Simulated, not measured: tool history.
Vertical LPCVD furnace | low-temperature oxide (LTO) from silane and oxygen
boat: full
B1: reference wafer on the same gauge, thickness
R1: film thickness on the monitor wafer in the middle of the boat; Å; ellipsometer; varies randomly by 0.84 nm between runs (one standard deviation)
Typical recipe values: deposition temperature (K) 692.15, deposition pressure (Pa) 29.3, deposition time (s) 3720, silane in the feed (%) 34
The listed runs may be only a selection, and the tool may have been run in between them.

run 1 day=0.000 | deposition_temperature_(K)=692.15 deposition_pressure_(Pa)=29.3 deposition_time_(s)=3720 silane_in_the_feed_(%)=34 | B1=607.82 | R1=5548.8
run 2 day=0.425 | deposition_temperature_(K)=692.15 deposition_pressure_(Pa)=29.3 deposition_time_(s)=3720 silane_in_the_feed_(%)=34 | B1=607.68 | R1=5536.4
run 3 day=0.954 | deposition_temperature_(K)=692.15 deposition_pressure_(Pa)=29.3 deposition_time_(s)=3720 silane_in_the_feed_(%)=34 | B1=607.10 | R1=5541.5
run 4 day=1.575 | deposition_temperature_(K)=692.15 deposition_pressure_(Pa)=29.3 deposition_time_(s)=3720 silane_in_the_feed_(%)=34 | B1=606.93 | R1=5549.3
run 5 day=2.042 | deposition_temperature_(K)=692.15 deposition_pressure_(Pa)=29.3 deposition_time_(s)=3720 silane_in_the_feed_(%)=34 | B1=606.52 | R1=5530.5
-- day=2.529 gauge calibrated
run 6 day=2.625 | deposition_temperature_(K)=692.15 deposition_pressure_(Pa)=29.3 deposition_time_(s)=3720 silane_in_the_feed_(%)=34 | B1=610.93 | R1=5569.4
run 7 day=3.321 | deposition_temperature_(K)=692.15 deposition_pressure_(Pa)=29.3 deposition_time_(s)=3720 silane_in_the_feed_(%)=34 | B1=610.21 | R1=5580.8
run 8 day=3.925 | deposition_temperature_(K)=692.15 deposition_pressure_(Pa)=29.3 deposition_time_(s)=3720 silane_in_the_feed_(%)=34 | B1=610.09 | R1=5578.2
run 9 day=4.538 | deposition_temperature_(K)=692.15 deposition_pressure_(Pa)=29.3 deposition_time_(s)=3720 silane_in_the_feed_(%)=34 | B1=609.74 | R1=5567.7
run 10 day=5.042 | deposition_temperature_(K)=692.15 deposition_pressure_(Pa)=29.3 deposition_time_(s)=3720 silane_in_the_feed_(%)=34 | B1=609.61 | R1=5564.4
run 11 day=5.388 | deposition_temperature_(K)=692.15 deposition_pressure_(Pa)=29.3 deposition_time_(s)=3720 silane_in_the_feed_(%)=34 | B1=609.25 | R1=5564.3
run 12 day=5.762 | deposition_temperature_(K)=692.15 deposition_pressure_(Pa)=29.3 deposition_time_(s)=3720 silane_in_the_feed_(%)=30 | B1=609.05 | R1=4690.4
-- day=7.388 silane flow controller replaced
run 13 day=7.408 | deposition_temperature_(K)=692.15 deposition_pressure_(Pa)=29.3 deposition_time_(s)=3720 silane_in_the_feed_(%)=30 | B1=608.22 | R1=4676.6
run 14 day=7.588 | deposition_temperature_(K)=692.15 deposition_pressure_(Pa)=29.3 deposition_time_(s)=2520 silane_in_the_feed_(%)=34 | B1=608.03 | R1=3762.5
run 15 day=7.771 | deposition_temperature_(K)=698.15 deposition_pressure_(Pa)=26.0 deposition_time_(s)=4830 silane_in_the_feed_(%)=32 | B1=608.09 | R1=6276.1
run 16 day=7.950 | deposition_temperature_(K)=692.15 deposition_pressure_(Pa)=29.3 deposition_time_(s)=4800 silane_in_the_feed_(%)=34 | B1=607.64 | R1=7166.7
run 17 day=8.129 | deposition_temperature_(K)=681.15 deposition_pressure_(Pa)=35.3 deposition_time_(s)=2700 silane_in_the_feed_(%)=30 | B1=607.40 | R1=3612.6
run 18 day=8.475 | deposition_temperature_(K)=692.15 deposition_pressure_(Pa)=27.3 deposition_time_(s)=3720 silane_in_the_feed_(%)=36 | B1=607.23 | R1=5559.7
run 19 day=8.825 | deposition_temperature_(K)=692.15 deposition_pressure_(Pa)=32.0 deposition_time_(s)=3720 silane_in_the_feed_(%)=38 | B1=606.92 | R1=6960.2
-- day=9.104 gauge calibrated
run 20 day=9.167 | deposition_temperature_(K)=692.15 deposition_pressure_(Pa)=29.3 deposition_time_(s)=2340 silane_in_the_feed_(%)=34 | B1=611.02 | R1=3504.6
-- day=10.192 thermocouples replaced and temperature profile calibrated
-- day=10.300 pressure gauge zeroed
run 21 day=10.321 | deposition_temperature_(K)=686.15 deposition_pressure_(Pa)=25.3 deposition_time_(s)=2760 silane_in_the_feed_(%)=37 | B1=610.36 | R1=3722.3
run 22 day=10.500 | deposition_temperature_(K)=692.15 deposition_pressure_(Pa)=29.3 deposition_time_(s)=3720 silane_in_the_feed_(%)=34 | B1=610.48 | R1=5583.2
run 23 day=10.679 | deposition_temperature_(K)=692.15 deposition_pressure_(Pa)=29.3 deposition_time_(s)=3720 silane_in_the_feed_(%)=34 | B1=609.98 | R1=5568.4
run 24 day=10.871 | deposition_temperature_(K)=698.15 deposition_pressure_(Pa)=25.3 deposition_time_(s)=2670 silane_in_the_feed_(%)=28 | B1=610.09 | R1=2821.2
run 25 day=11.442 | deposition_temperature_(K)=692.15 deposition_pressure_(Pa)=29.3 deposition_time_(s)=3720 silane_in_the_feed_(%)=34 | B1=609.42 | R1=5562.8
run 26 day=12.021 | deposition_temperature_(K)=681.15 deposition_pressure_(Pa)=26.7 deposition_time_(s)=2430 silane_in_the_feed_(%)=36 | B1=609.43 | R1=3149.8
run 27 day=12.583 | deposition_temperature_(K)=692.15 deposition_pressure_(Pa)=29.3 deposition_time_(s)=3720 silane_in_the_feed_(%)=29 | B1=609.43 | R1=4462.3
run 28 day=13.083 | deposition_temperature_(K)=692.15 deposition_pressure_(Pa)=25.3 deposition_time_(s)=3720 silane_in_the_feed_(%)=34 | B1=608.53 | R1=4794.0

Alternative continuations, all from the tool just after run 28; predict every row:
run A day=13.267 | deposition_temperature_(K)=692.15 deposition_pressure_(Pa)=29.3 deposition_time_(s)=4620 silane_in_the_feed_(%)=34 | B1=? | R1=?
run B day=13.267 | deposition_temperature_(K)=686.15 deposition_pressure_(Pa)=29.3 deposition_time_(s)=3720 silane_in_the_feed_(%)=34 | B1=? | R1=?
run C day=13.267 | deposition_temperature_(K)=692.15 deposition_pressure_(Pa)=32.0 deposition_time_(s)=3720 silane_in_the_feed_(%)=32 | B1=? | R1=?
run D day=13.267 | deposition_temperature_(K)=698.15 deposition_pressure_(Pa)=34.7 deposition_time_(s)=5070 silane_in_the_feed_(%)=37 | B1=? | R1=?

run=A B1=608.73 R1=6880.3
run=B B1=608.73 R1=5190.4
run=C B1=608.73 R1=5574.0
run=D B1=608.73 R1=10567.6
Without the tool's unlogged condition, the same runs would have read:
run=A R1=6907.2
run=B R1=5210.7
run=C R1=5595.8
run=D R1=10608.9
